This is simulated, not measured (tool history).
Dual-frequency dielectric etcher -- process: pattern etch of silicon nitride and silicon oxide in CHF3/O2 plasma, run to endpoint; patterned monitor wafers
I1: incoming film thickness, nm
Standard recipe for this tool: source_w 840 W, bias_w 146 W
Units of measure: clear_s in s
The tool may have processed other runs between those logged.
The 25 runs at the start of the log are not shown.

Run 26, hour 1635.7: usual settings but source_w 1030 W, bias_w 178 W; I1 242.3. Result: clear_s 130 s.
Run 27, hour 1670.2: usual settings but source_w 630 W, bias_w 179 W; I1 245.6. Result: clear_s 179.8 s.
Run 28, hour 1730.8: usual settings but source_w 1010 W, bias_w 110 W; I1 243.1. Result: clear_s 150.4 s.
Run 29, hour 1774.6: usual settings; I1 241.8. Result: clear_s 154.7 s.
Run 30, hour 1826.8: usual settings but source_w 920 W, bias_w 119 W; I1 241.8. Result: clear_s 156.7 s.
Run 31, hour 1869: usual settings but source_w 1020 W, bias_w 112 W; I1 242.9. Result: clear_s 148.7 s.
At hour 2026.5: wet clean of the chamber.
Run 32, hour 2027: usual settings; I1 243.3. Result: clear_s 153.3 s.
Run 33, hour 2059.4: usual settings; I1 243.7. Result: clear_s 154.6 s.
Run 34, hour 2114.7: usual settings but source_w 660 W, bias_w 174 W; I1 244.6. Result: clear_s 174 s.

Branching from run 34: 5 alternative next runs. What would each branch give?
Run A, hour 2115.2: usual settings; I1 244.7. Result: clear_s ?.
Run B, hour 2115.2: usual settings but source_w 640 W, bias_w 161 W; I1 244.7. Result: clear_s ?.
Run C, hour 2115.2: usual settings but bias_w 180 W; I1 244.7. Result: clear_s ?.
Run D, hour 2115.2: usual settings but source_w 710 W, bias_w 171 W; I1 244.7. Result: clear_s ?.
Run E, hour 2115.2: usual settings but source_w 920 W, bias_w 168 W; I1 244.7. Result: clear_s ?.

run  clear_s
  A    158.6
  B    186.3
  C    149.8
  D    169.8
  E    144.5
Take away the tool's hidden state, keep each run's random variation, and the runs would have read:
run  clear_s
  A    156.5
  B    183.8
  C    147.8
  D    167.5
  E    142.5
